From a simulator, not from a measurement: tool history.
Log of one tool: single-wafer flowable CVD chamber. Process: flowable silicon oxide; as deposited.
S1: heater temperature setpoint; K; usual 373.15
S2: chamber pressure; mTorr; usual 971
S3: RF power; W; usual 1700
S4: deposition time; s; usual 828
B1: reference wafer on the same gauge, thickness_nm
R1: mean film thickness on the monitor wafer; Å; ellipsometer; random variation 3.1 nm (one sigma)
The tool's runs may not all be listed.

| run | hour | S1 | S2 | S3 | S4 | B1 | R1 |
|---|---|---|---|---|---|---|---|
| 1 | 0 | 373.15 | 971 | 1700 | 828 | 668.158 | 5646.11 |
| 2 | 46.7 | 373.15 | 971 | 1700 | 828 | 667.901 | 5593.78 |
| 3 | 104.8 | 373.15 | 971 | 1700 | 828 | 667.724 | 5612.72 |
| 4 | 153.1 | 373.15 | 1088 | 1700 | 828 | 667.615 | 6196.57 |
| 5 | 203.8 | 373.15 | 1088 | 1700 | 828 | 667.574 | 6163.15 |
|  | 217.8 | thermocouple changed; heater temperature recalibrated |
| 6 | 257.4 | 373.15 | 1088 | 1700 | 828 | 667.72 | 6679.56 |
| 7 | 288.9 | 373.15 | 971 | 1700 | 828 | 667.77 | 6080.52 |
|  | 303.8 | showerhead replaced, of another model than before |
| 8 | 330.5 | 373.15 | 971 | 1700 | 828 | 667.09 | 6033.27 |
|  | 352.6 | capacitance manometer re-zeroed and calibrated |
| 9 | 386.2 | 373.15 | 971 | 1700 | 828 | 668.423 | 6039.25 |
|  | 436 | gauge calibrated |
| 10 | 456.3 | 373.15 | 971 | 1955 | 828 | 668.512 | 6308.85 |
| 11 | 491.3 | 373.15 | 971 | 1955 | 828 | 668.543 | 6252.76 |
| 12 | 546.4 | 373.15 | 971 | 1700 | 828 | 668.096 | 5981.88 |
| 13 | 579.8 | 364.15 | 889 | 1700 | 828 | 668.18 | 7920.74 |
| 14 | 634.2 | 360.15 | 730 | 1585 | 962 | 667.914 | 9147.53 |
| 15 | 694 | 362.15 | 1151 | 1700 | 828 | 668.224 | 9885.79 |
| 16 | 721.6 | 373.15 | 971 | 1700 | 828 | 667.66 | 5872.3 |
| 17 | 746 | 386.15 | 971 | 1530 | 828 | 667.674 | 3467.85 |
|  | 764.7 | RF generator calibrated |
| 18 | 800.3 | 364.15 | 971 | 1700 | 828 | 667.43 | 8235.92 |
| 19 | 851.1 | 373.15 | 971 | 1700 | 828 | 668.49 | 5805.56 |
| 20 | 905 | 373.15 | 971 | 1700 | 828 | 668.345 | 5857.58 |
| 21 | 941.1 | 373.15 | 971 | 1950 | 828 | 668.146 | 6103.43 |
| 22 | 970.3 | 373.15 | 971 | 1700 | 720 | 668.012 | 5103.73 |
| 23 | 1011 | 365.15 | 971 | 1400 | 828 | 668.653 | 7150.74 |
| 24 | 1079.2 | 381.15 | 971 | 1700 | 828 | 668.274 | 4302.84 |
| 25 | 1120.1 | 373.15 | 971 | 1700 | 699 | 667.878 | 4895.09 |

Run 26 comes next. What will it give?
| 26 | 1155.6 | 381.15 | 971 | 1810 | 828 | ? | ? |

{"run 26": {"B1": 668.735, "R1": 4360.74}}
Without the tool's hidden state the same run would have given R1 4617.16 Å.
